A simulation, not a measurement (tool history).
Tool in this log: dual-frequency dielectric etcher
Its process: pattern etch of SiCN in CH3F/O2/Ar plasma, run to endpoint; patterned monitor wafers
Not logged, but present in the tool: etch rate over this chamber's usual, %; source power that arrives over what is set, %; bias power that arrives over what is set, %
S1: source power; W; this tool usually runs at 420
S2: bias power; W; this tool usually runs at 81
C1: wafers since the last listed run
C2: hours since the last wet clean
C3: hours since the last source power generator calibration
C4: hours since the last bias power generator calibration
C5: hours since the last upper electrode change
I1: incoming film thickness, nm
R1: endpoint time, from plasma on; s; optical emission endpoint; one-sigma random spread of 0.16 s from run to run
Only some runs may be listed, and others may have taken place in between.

run,hour,S1,S2,C1,C2,C3,C4,C5,I1,R1
1,0.0,420,81,0,361.1,3611.7,2297.6,2821.3,9.23,20.0
# hour 65.1: wet clean of the chamber
2,249.7,420,81,2034,184.6,3861.4,2547.3,3071.0,9.20,19.5
3,332.1,420,81,742,267.0,3943.8,2629.7,3153.4,9.27,20.0
4,406.1,420,81,667,341.0,4017.8,2703.7,3227.4,9.15,19.6
5,507.9,420,81,917,442.8,4119.6,2805.5,3329.2,9.22,20.6
6,546.1,420,81,344,481.0,4157.8,2843.7,3367.4,9.22,20.3
# hour 576.3: wet clean of the chamber
7,603.9,420,81,304,27.6,4215.6,2901.5,3425.2,9.09,18.8
8,677.8,420,81,666,101.5,4289.5,2975.4,3499.1,9.26,19.4
# hour 702.2: source power generator calibrated
9,739.3,460,94,518,163.0,37.1,3036.9,3560.6,9.14,17.7
10,829.2,320,74,810,252.9,127.0,3126.8,3650.5,9.24,22.4
11,923.7,420,81,851,347.4,221.5,3221.3,3745.0,9.21,20.5
12,983.6,370,99,539,407.3,281.4,3281.2,3804.9,9.21,18.8
# hour 1026.6: wet clean of the chamber
# hour 1065.3: bias power generator calibrated
# hour 1097.2: upper electrode replaced
13,1097.7,510,81,559,71.1,395.5,32.4,0.5,9.15,18.3
14,1123.9,470,70,236,97.3,421.7,58.6,26.7,9.30,20.6
15,1200.8,510,81,693,174.2,498.6,135.5,103.6,9.17,18.7
16,1248.6,470,90,430,222.0,546.4,183.3,151.4,9.16,17.9
17,1342.0,460,63,841,315.4,639.8,276.7,244.8,9.23,22.5
18,1385.0,460,66,387,358.4,682.8,319.7,287.8,9.20,21.6
19,1436.1,350,91,460,409.5,733.9,370.8,338.9,9.12,19.8

Here are 3 independent what-if runs from the current tool condition. What would each one return?
A,1436.5,420,81,3,409.9,734.3,371.2,339.3,9.26,?
B,1436.5,450,91,3,409.9,734.3,371.2,339.3,9.26,?
C,1436.5,490,61,3,409.9,734.3,371.2,339.3,9.26,?

run,R1
A,20.4
B,18.9
C,22.5
With the hidden condition removed and each run's random variation left untouched, the same runs would have given:
run,R1
A,19.4
B,18.0
C,21.4
